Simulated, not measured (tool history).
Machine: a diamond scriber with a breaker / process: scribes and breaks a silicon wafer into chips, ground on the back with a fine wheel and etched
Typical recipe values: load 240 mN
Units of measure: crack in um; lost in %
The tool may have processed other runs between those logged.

run,hour,load,"incoming depth of the damage left on the back of the incoming wafer, um",crack,lost
1,0.0,240,0.56,8.15,2.02
# hour 65.3: diamond tip replaced by a new one
# hour 77.4: load on the tip recalibrated
2,87.2,206,0.35,7.67,3.79
3,157.6,206,0.34,7.70,3.58
4,229.2,206,0.73,7.61,3.80
5,268.0,289,0.52,9.13,4.74
# hour 427.9: diamond tip replaced by a new one
6,441.4,289,0.31,8.95,5.36
7,540.8,289,0.64,8.98,5.07
8,634.9,240,0.38,7.96,2.08
9,711.8,240,0.33,8.18,2.06
10,786.7,240,0.64,8.06,2.10
11,846.5,240,0.72,8.17,2.07
# hour 870.2: diamond tip replaced by a new one
12,933.2,240,0.39,7.85,2.00
13,980.6,168,0.49,6.89,10.81
14,1075.1,240,0.73,8.13,2.16
15,1129.9,240,0.43,8.07,2.01
16,1226.2,261,0.73,8.44,2.79
17,1302.1,240,0.73,8.30,2.06
# hour 1309.9: diamond tip replaced by a new one
18,1363.6,172,0.30,7.00,9.46
19,1463.9,202,0.65,7.56,4.54
# hour 1468.3: load on the tip recalibrated
20,1525.1,179,0.75,7.26,8.07
21,1628.7,220,0.54,7.88,2.57
# hour 1766.9: diamond tip replaced by a new one
22,1791.2,304,0.37,9.12,6.71
23,1948.1,169,0.34,6.84,10.51

Expected results for the next run?
24,2006.7,191,0.42,?,?

{"run 24": {"crack": 7.46, "lost": 5.85}}
If the tool had no hidden condition, the same run with the same run-to-run variation would have returned crack 7.46 um, lost 5.85 %.
